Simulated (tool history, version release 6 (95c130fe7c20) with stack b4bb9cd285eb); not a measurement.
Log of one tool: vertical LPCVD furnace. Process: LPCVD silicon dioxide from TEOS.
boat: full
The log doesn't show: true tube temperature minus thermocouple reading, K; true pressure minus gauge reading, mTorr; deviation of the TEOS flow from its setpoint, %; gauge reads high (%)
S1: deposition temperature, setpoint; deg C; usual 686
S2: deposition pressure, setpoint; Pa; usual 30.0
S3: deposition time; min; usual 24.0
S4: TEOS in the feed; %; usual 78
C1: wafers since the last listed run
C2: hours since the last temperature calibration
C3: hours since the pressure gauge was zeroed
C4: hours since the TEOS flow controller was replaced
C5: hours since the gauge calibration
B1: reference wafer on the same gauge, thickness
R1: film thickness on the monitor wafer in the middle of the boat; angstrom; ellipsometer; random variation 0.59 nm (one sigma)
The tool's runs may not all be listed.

Run 1, hour 0.0: usual settings; C1 0; C2 1503.4; C3 4182.2; C4 2960.8; C5 433.9; B1 115.02. Result: R1 1132.2 angstrom.
Run 2, hour 288.9: usual settings; C1 4422; C2 1792.3; C3 4471.1; C4 3249.7; C5 722.8; B1 115.14. Result: R1 1128.1 angstrom.
Run 3, hour 336.3: usual settings; C1 725; C2 1839.7; C3 4518.5; C4 3297.1; C5 770.2; B1 115.10. Result: R1 1143.0 angstrom.
Run 4, hour 414.7: usual settings; C1 1200; C2 1918.1; C3 4596.9; C4 3375.5; C5 848.6; B1 114.98. Result: R1 1148.8 angstrom.
Run 5, hour 477.4: usual settings; C1 959; C2 1980.8; C3 4659.6; C4 3438.2; C5 911.3; B1 115.14. Result: R1 1140.4 angstrom.
Run 6, hour 568.8: usual settings; C1 1399; C2 2072.2; C3 4751.0; C4 3529.6; C5 1002.7; B1 114.95. Result: R1 1154.1 angstrom.
Run 7, hour 624.0: usual settings; C1 845; C2 2127.4; C3 4806.2; C4 3584.8; C5 1057.9; B1 114.95. Result: R1 1144.4 angstrom.
Run 8, hour 711.7: usual settings; C1 1342; C2 2215.1; C3 4893.9; C4 3672.5; C5 1145.6; B1 115.08. Result: R1 1154.9 angstrom.
Run 9, hour 812.9: usual settings; C1 1549; C2 2316.3; C3 4995.1; C4 3773.7; C5 1246.8; B1 114.90. Result: R1 1152.8 angstrom.
At hour 846.4: TEOS flow controller replaced.
Run 10, hour 865.1: usual settings; C1 431; C2 2368.5; C3 5047.3; C4 18.7; C5 1299.0; B1 115.07. Result: R1 1151.9 angstrom.
At hour 905.6: pressure gauge zeroed.
Run 11, hour 954.6: usual settings; C1 1002; C2 2458.0; C3 49.0; C4 108.2; C5 1388.5; B1 114.98. Result: R1 1152.9 angstrom.
At hour 987.2: gauge calibrated.
Run 12, hour 1000.1: usual settings but S2 37.3 Pa, S4 84 %; C1 696; C2 2503.5; C3 94.5; C4 153.7; C5 12.9; B1 115.04. Result: R1 1337.1 angstrom.
Run 13, hour 1079.2: usual settings but S3 16.5 min; C1 1210; C2 2582.6; C3 173.6; C4 232.8; C5 92.0; B1 115.10. Result: R1 792.9 angstrom.
Run 14, hour 1126.4: usual settings but S1 676 deg C, S4 65 %; C1 722; C2 2629.8; C3 220.8; C4 280.0; C5 139.2; B1 115.00. Result: R1 837.2 angstrom.
Run 15, hour 1171.0: usual settings; C1 682; C2 2674.4; C3 265.4; C4 324.6; C5 183.8; B1 114.89. Result: R1 1161.9 angstrom.
Run 16, hour 1230.4: usual settings but S1 697 deg C, S2 37.3 Pa, S3 19.0 min, S4 87 %; C1 909; C2 2733.8; C3 324.8; C4 384.0; C5 243.2; B1 115.01. Result: R1 1406.5 angstrom.
Run 17, hour 1318.3: usual settings but S4 92 %; C1 1345; C2 2821.7; C3 412.7; C4 471.9; C5 331.1; B1 115.02. Result: R1 1268.3 angstrom.
Run 18, hour 1404.6: usual settings; C1 1321; C2 2908.0; C3 499.0; C4 558.2; C5 417.4; B1 114.98. Result: R1 1170.1 angstrom.
Run 19, hour 1466.4: usual settings but S1 677 deg C, S4 65 %; C1 946; C2 2969.8; C3 560.8; C4 620.0; C5 479.2; B1 115.00. Result: R1 858.4 angstrom.
Run 20, hour 1569.2: usual settings but S1 674 deg C, S2 23.3 Pa, S3 30.5 min, S4 71 %; C1 1573; C2 3072.6; C3 663.6; C4 722.8; C5 582.0; B1 115.04. Result: R1 937.3 angstrom.
Run 21, hour 1649.1: usual settings; C1 1223; C2 3152.5; C3 743.5; C4 802.7; C5 661.9; B1 114.94. Result: R1 1170.6 angstrom.
Run 22, hour 1738.3: usual settings but S1 676 deg C, S2 22.7 Pa, S3 17.5 min, S4 87 %; C1 1365; C2 3241.7; C3 832.7; C4 891.9; C5 751.1; B1 114.89. Result: R1 622.8 angstrom.
Run 23, hour 1834.9: usual settings but S2 36.7 Pa; C1 1478; C2 3338.3; C3 929.3; C4 988.5; C5 847.7; B1 114.89. Result: R1 1303.5 angstrom.
At hour 1910.4: thermocouples replaced and temperature profile calibrated.
Run 24, hour 2136.6: usual settings but S1 676 deg C, S3 21.0 min; C1 4251; C2 226.2; C3 1231.0; C4 1290.2; C5 1149.4; B1 115.00. Result: R1 763.6 angstrom.
Run 25, hour 2178.1: usual settings; C1 635; C2 267.7; C3 1272.5; C4 1331.7; C5 1190.9; B1 115.02. Result: R1 1113.2 angstrom.
Run 26, hour 2241.0: usual settings but S1 681 deg C, S2 35.3 Pa, S3 31.5 min, S4 90 %; C1 962; C2 330.6; C3 1335.4; C4 1394.6; C5 1253.8; B1 114.97. Result: R1 1511.9 angstrom.
Run 27, hour 2311.3: usual settings but S1 693 deg C, S2 34.0 Pa; C1 1076; C2 400.9; C3 1405.7; C4 1464.9; C5 1324.1; B1 115.02. Result: R1 1401.7 angstrom.
Run 28, hour 2370.6: usual settings; C1 907; C2 460.2; C3 1465.0; C4 1524.2; C5 1383.4; B1 114.92. Result: R1 1119.7 angstrom.
Run 29, hour 2443.8: usual settings but S2 25.3 Pa; C1 1120; C2 533.4; C3 1538.2; C4 1597.4; C5 1456.6; B1 114.95. Result: R1 1033.8 angstrom.
Run 30, hour 2544.2: usual settings; C1 1537; C2 633.8; C3 1638.6; C4 1697.8; C5 1557.0; B1 115.07. Result: R1 1112.1 angstrom.

5 ways to go on from here, each from the tool as it stands after run 30. What would each give?
Run A, hour 2548.5: usual settings but S4 93 %; C1 65; C2 638.1; C3 1642.9; C4 1702.1; C5 1561.3; B1 ?. Result: R1 ?.
Run B, hour 2548.5: usual settings but S3 31.0 min; C1 65; C2 638.1; C3 1642.9; C4 1702.1; C5 1561.3; B1 ?. Result: R1 ?.
Run C, hour 2548.5: usual settings but S3 27.5 min; C1 65; C2 638.1; C3 1642.9; C4 1702.1; C5 1561.3; B1 ?. Result: R1 ?.
Run D, hour 2548.5: usual settings but S3 33.5 min, S4 68 %; C1 65; C2 638.1; C3 1642.9; C4 1702.1; C5 1561.3; B1 ?. Result: R1 ?.
Run E, hour 2548.5: usual settings but S2 34.0 Pa, S3 20.5 min; C1 65; C2 638.1; C3 1642.9; C4 1702.1; C5 1561.3; B1 ?. Result: R1 ?.

run      B1      R1
  A  114.95  1238.4
  B  114.95  1464.9
  C  114.95  1299.5
  D  114.95  1478.1
  E  114.95  1031.3
Without the tool's hidden state the same runs would have given:
run      R1
  A  1220.9
  B  1444.2
  C  1281.1
  D  1457.2
  E  1016.7
